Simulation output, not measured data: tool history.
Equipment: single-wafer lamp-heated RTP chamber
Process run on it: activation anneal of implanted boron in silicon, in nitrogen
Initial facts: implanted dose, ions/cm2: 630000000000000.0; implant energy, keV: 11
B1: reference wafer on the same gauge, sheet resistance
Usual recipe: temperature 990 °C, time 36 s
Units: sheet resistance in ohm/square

{"run": 1, "hour": 0.0, "temperature": 990, "time": 36, "B1": 137.09, "sheet resistance": 168.34}
{"run": 2, "hour": 97.2, "temperature": 990, "time": 36, "B1": 136.34, "sheet resistance": 168.71}
{"run": 3, "hour": 152.8, "temperature": 990, "time": 36, "B1": 136.13, "sheet resistance": 168.37}
{"hour": 191.0, "done": "gauge calibrated"}
{"hour": 212.1, "done": "pyrometer window cleaned and pyrometer calibrated"}
{"run": 4, "hour": 255.0, "temperature": 990, "time": 36, "B1": 141.36, "sheet resistance": 175.72}
{"run": 5, "hour": 355.5, "temperature": 990, "time": 36, "B1": 141.19, "sheet resistance": 174.27}
{"hour": 437.2, "done": "reflector plate cleaned"}
{"run": 6, "hour": 437.7, "temperature": 1009, "time": 36, "B1": 141.2, "sheet resistance": 170.22}
{"run": 7, "hour": 524.4, "temperature": 1009, "time": 36, "B1": 141.11, "sheet resistance": 170.87}
{"run": 8, "hour": 629.2, "temperature": 1009, "time": 36, "B1": 140.81, "sheet resistance": 171.85}
{"hour": 638.6, "done": "pyrometer window cleaned and pyrometer calibrated"}
{"run": 9, "hour": 676.5, "temperature": 997, "time": 36, "B1": 140.78, "sheet resistance": 173.21}
{"run": 10, "hour": 763.3, "temperature": 997, "time": 36, "B1": 140.52, "sheet resistance": 173.68}
{"run": 11, "hour": 822.9, "temperature": 997, "time": 36, "B1": 140.46, "sheet resistance": 172.38}
{"run": 12, "hour": 895.8, "temperature": 990, "time": 45, "B1": 140.21, "sheet resistance": 174.25}
{"run": 13, "hour": 973.7, "temperature": 1008, "time": 28, "B1": 139.98, "sheet resistance": 171.86}
{"hour": 1001.9, "done": "reflector plate cleaned"}
{"run": 14, "hour": 1045.9, "temperature": 1008, "time": 28, "B1": 139.58, "sheet resistance": 171.04}
{"run": 15, "hour": 1091.3, "temperature": 990, "time": 36, "B1": 139.59, "sheet resistance": 174.17}
{"hour": 1127.8, "done": "pyrometer window cleaned and pyrometer calibrated"}
{"run": 16, "hour": 1162.8, "temperature": 1008, "time": 27, "B1": 139.35, "sheet resistance": 170.28}
{"run": 17, "hour": 1247.9, "temperature": 966, "time": 44, "B1": 138.9, "sheet resistance": 183.81}
{"run": 18, "hour": 1337.7, "temperature": 990, "time": 19, "B1": 138.37, "sheet resistance": 174.68}
{"run": 19, "hour": 1431.3, "temperature": 966, "time": 22, "B1": 138.08, "sheet resistance": 188}
{"hour": 1489.4, "done": "reflector plate cleaned"}
{"run": 20, "hour": 1526.9, "temperature": 990, "time": 36, "B1": 137.37, "sheet resistance": 170.91}
{"run": 21, "hour": 1576.5, "temperature": 1008, "time": 36, "B1": 137.04, "sheet resistance": 167.74}
{"hour": 1610.4, "done": "pyrometer window cleaned and pyrometer calibrated"}
{"run": 22, "hour": 1679.1, "temperature": 1008, "time": 15, "B1": 136.4, "sheet resistance": 167.95}
{"hour": 1755.4, "done": "gauge calibrated"}
{"run": 23, "hour": 1762.1, "temperature": 1015, "time": 25, "B1": 139.71, "sheet resistance": 170.24}
{"run": 24, "hour": 1850.1, "temperature": 978, "time": 16, "B1": 139.78, "sheet resistance": 182.06}
{"run": 25, "hour": 1937.7, "temperature": 978, "time": 16, "B1": 139.71, "sheet resistance": 184.21}
{"hour": 2032.9, "done": "reflector plate cleaned"}
{"run": 26, "hour": 2033.4, "temperature": 977, "time": 26, "B1": 139.74, "sheet resistance": 179.51}
{"hour": 2066.8, "done": "pyrometer window cleaned and pyrometer calibrated"}
{"run": 27, "hour": 2139.0, "temperature": 990, "time": 36, "B1": 139.52, "sheet resistance": 173.56}
{"run": 28, "hour": 2236.3, "temperature": 965, "time": 41, "B1": 139.25, "sheet resistance": 185.49}
{"run": 29, "hour": 2329.0, "temperature": 1019, "time": 47, "B1": 139.16, "sheet resistance": 168.13}
{"run": 30, "hour": 2391.9, "temperature": 960, "time": 50, "B1": 138.85, "sheet resistance": 188.4}

What if the next run were any one of these 3? Each begins from the tool's condition after run 30:
{"run": "A", "hour": 2392.3, "temperature": 990, "time": 36, "B1": "?", "sheet resistance": "?"}
{"run": "B", "hour": 2392.3, "temperature": 1000, "time": 52, "B1": "?", "sheet resistance": "?"}
{"run": "C", "hour": 2392.3, "temperature": 990, "time": 21, "B1": "?", "sheet resistance": "?"}

run=A B1=138.83 sheet_resistance=171.58
run=B B1=138.83 sheet_resistance=168.25
run=C B1=138.83 sheet_resistance=173.34
What these runs would have given with no unlogged condition in the tool:
run=A sheet_resistance=174.16
run=B sheet_resistance=170.77
run=C sheet_resistance=175.95
